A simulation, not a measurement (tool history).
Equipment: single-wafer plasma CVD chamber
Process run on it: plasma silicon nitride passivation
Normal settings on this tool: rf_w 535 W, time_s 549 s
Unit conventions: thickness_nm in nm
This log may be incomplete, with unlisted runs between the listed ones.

run	hour	rf_w	time_s	wafers since the last listed run	hours since the last RF generator calibration	hours since the showerhead was replaced	hours since the gauge calibration	read-back reference wafer on the same gauge, thickness_nm	thickness_nm
1	0.0	535	549	0	1994.0	3978.6	350.2	657.626	788.054
2	59.7	535	549	263	2053.7	4038.3	409.9	657.326	783.939
3	97.1	535	549	164	2091.1	4075.7	447.3	656.409	782.522
4	168.0	475	572	312	2162.0	4146.6	518.2	655.563	785.790
5	231.7	475	572	280	2225.7	4210.3	581.9	654.480	783.465
6	288.1	475	572	248	2282.1	4266.7	638.3	651.591	784.127
7	341.7	535	549	236	2335.7	4320.3	691.9	653.601	774.953
8	408.4	535	549	293	2402.4	4387.0	758.6	649.024	771.414
9	454.7	535	549	204	2448.7	4433.3	804.9	648.746	772.676
10	526.3	470	549	315	2520.3	4504.9	876.5	646.617	739.971
11	550.3	470	549	105	2544.3	4528.9	900.5	645.914	738.724
12	595.5	535	549	199	2589.5	4574.1	945.7	645.205	766.711
13	620.2	535	549	108	2614.2	4598.8	970.4	643.574	764.538
14	657.6	580	549	164	2651.6	4636.2	1007.8	642.846	779.920
# hour 735.0: RF generator calibrated
# hour 751.6: gauge calibrated
15	771.9	535	586	468	36.9	4750.5	20.3	658.990	831.886
16	823.3	535	549	226	88.3	4801.9	71.7	658.324	785.734
17	857.2	505	629	149	122.2	4835.8	105.6	658.555	878.255
# hour 897.8: showerhead replaced
18	898.3	440	617	145	163.3	0.5	146.7	657.105	824.943
19	945.6	480	499	208	210.6	47.8	194.0	658.895	690.466
20	977.4	445	549	140	242.4	79.6	225.8	659.301	735.998
21	1028.2	480	549	223	293.2	130.4	276.6	657.453	757.313
22	1061.1	535	549	144	326.1	163.3	309.5	655.688	780.820
23	1122.1	445	584	268	387.1	224.3	370.5	656.846	781.047
24	1171.6	535	549	218	436.6	273.8	420.0	655.425	783.982
25	1199.6	495	452	123	464.6	301.8	448.0	656.428	630.032
26	1252.7	535	549	234	517.7	354.9	501.1	654.914	782.968
27	1298.2	470	460	200	563.2	400.4	546.6	654.518	626.640
28	1360.7	535	549	275	625.7	462.9	609.1	652.882	774.253
29	1538.4	625	517	783	803.4	640.6	786.8	647.041	756.619

4 ways to go on from here, each from the tool as it stands after run 29. What would each give?
A	1539.0	535	499	2	804.0	641.2	787.4	?	?
B	1539.0	535	631	2	804.0	641.2	787.4	?	?
C	1539.0	445	594	2	804.0	641.2	787.4	?	?
D	1539.0	445	490	2	804.0	641.2	787.4	?	?

run	read-back reference wafer on the same gauge, thickness_nm	thickness_nm
A	648.872	708.805
B	648.872	896.305
C	648.872	794.705
D	648.872	655.565
Had the tool no hidden state, the same runs would have come out as:
run	thickness_nm
A	720.206
B	910.721
C	807.488
D	666.109
